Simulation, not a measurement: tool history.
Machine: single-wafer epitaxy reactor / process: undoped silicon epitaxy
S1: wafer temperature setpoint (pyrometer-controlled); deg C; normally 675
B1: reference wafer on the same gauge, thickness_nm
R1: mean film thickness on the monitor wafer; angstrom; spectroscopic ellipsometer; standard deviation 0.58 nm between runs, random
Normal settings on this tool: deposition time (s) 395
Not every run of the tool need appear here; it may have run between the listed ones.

run 1 day=0 | S1=675 deposition_time_(s)=395 | B1=113.975 | R1=1161.69
run 2 day=0.654 | S1=675 deposition_time_(s)=395 | B1=114.121 | R1=1181.13
run 3 day=1.25 | S1=680 deposition_time_(s)=395 | B1=113.917 | R1=1311.36
run 4 day=1.842 | S1=680 deposition_time_(s)=395 | B1=113.845 | R1=1320.79
run 5 day=2.283 | S1=680 deposition_time_(s)=395 | B1=114.007 | R1=1322.05
run 6 day=2.829 | S1=675 deposition_time_(s)=395 | B1=114.02 | R1=1178.55
run 7 day=3.396 | S1=675 deposition_time_(s)=395 | B1=114.053 | R1=1162.26
run 8 day=3.733 | S1=675 deposition_time_(s)=395 | B1=113.987 | R1=1160.86
run 9 day=4.421 | S1=675 deposition_time_(s)=433 | B1=113.948 | R1=1281.13
run 10 day=4.679 | S1=675 deposition_time_(s)=432 | B1=114.073 | R1=1288.99
run 11 day=4.933 | S1=675 deposition_time_(s)=432 | B1=113.981 | R1=1271.67
run 12 day=5.654 | S1=675 deposition_time_(s)=395 | B1=113.893 | R1=1177.81
run 13 day=6.271 | S1=675 deposition_time_(s)=379 | B1=114.018 | R1=1115.98
run 14 day=6.812 | S1=675 deposition_time_(s)=379 | B1=114.131 | R1=1125.12
run 15 day=7.104 | S1=675 deposition_time_(s)=379 | B1=113.94 | R1=1126.35
run 16 day=7.733 | S1=675 deposition_time_(s)=395 | B1=114.069 | R1=1162.97
run 17 day=8.304 | S1=675 deposition_time_(s)=395 | B1=114.056 | R1=1175.26
run 18 day=8.696 | S1=675 deposition_time_(s)=395 | B1=113.957 | R1=1180.67
run 19 day=9.346 | S1=675 deposition_time_(s)=447 | B1=114.042 | R1=1320.94
run 20 day=9.617 | S1=675 deposition_time_(s)=447 | B1=113.802 | R1=1323.94
run 21 day=10.067 | S1=670 deposition_time_(s)=459 | B1=114.078 | R1=1209.3
-- day=10.638 gauge calibrated
run 22 day=10.658 | S1=686 deposition_time_(s)=446 | B1=113.848 | R1=1713.78
-- day=11.375 pyrometer calibrated
run 23 day=11.396 | S1=669 deposition_time_(s)=374 | B1=114.043 | R1=963.41
run 24 day=11.746 | S1=675 deposition_time_(s)=395 | B1=114.214 | R1=1179.05
run 25 day=12.342 | S1=688 deposition_time_(s)=332 | B1=114.138 | R1=1332.44
run 26 day=12.696 | S1=680 deposition_time_(s)=324 | B1=113.773 | R1=1092.53
run 27 day=13.062 | S1=689 deposition_time_(s)=437 | B1=113.991 | R1=1782.38
run 28 day=13.354 | S1=675 deposition_time_(s)=395 | B1=113.978 | R1=1172.63
run 29 day=13.829 | S1=670 deposition_time_(s)=335 | B1=114.097 | R1=885.49
run 30 day=14.275 | S1=681 deposition_time_(s)=443 | B1=114.119 | R1=1519.87
run 31 day=14.825 | S1=684 deposition_time_(s)=350 | B1=113.823 | R1=1275.79
run 32 day=15.338 | S1=670 deposition_time_(s)=422 | B1=114.063 | R1=1118.22
run 33 day=16.833 | S1=667 deposition_time_(s)=339 | B1=113.875 | R1=831.58
run 34 day=17.429 | S1=675 deposition_time_(s)=395 | B1=114.037 | R1=1173.15
run 35 day=17.988 | S1=675 deposition_time_(s)=395 | B1=113.991 | R1=1170.4
run 36 day=18.729 | S1=665 deposition_time_(s)=421 | B1=114.121 | R1=981.28
run 37 day=20.154 | S1=675 deposition_time_(s)=395 | B1=113.955 | R1=1167.82
run 38 day=20.442 | S1=667 deposition_time_(s)=360 | B1=113.932 | R1=879.85
run 39 day=20.783 | S1=675 deposition_time_(s)=395 | B1=114.093 | R1=1172.08
run 40 day=21.146 | S1=670 deposition_time_(s)=345 | B1=113.863 | R1=902.48

Exercise: give the hidden state of the tool at every run:
wafer temperature above the value expected at the setpoint (K): 0, the same for each run
gauge reads high (%): 0, the same for each run
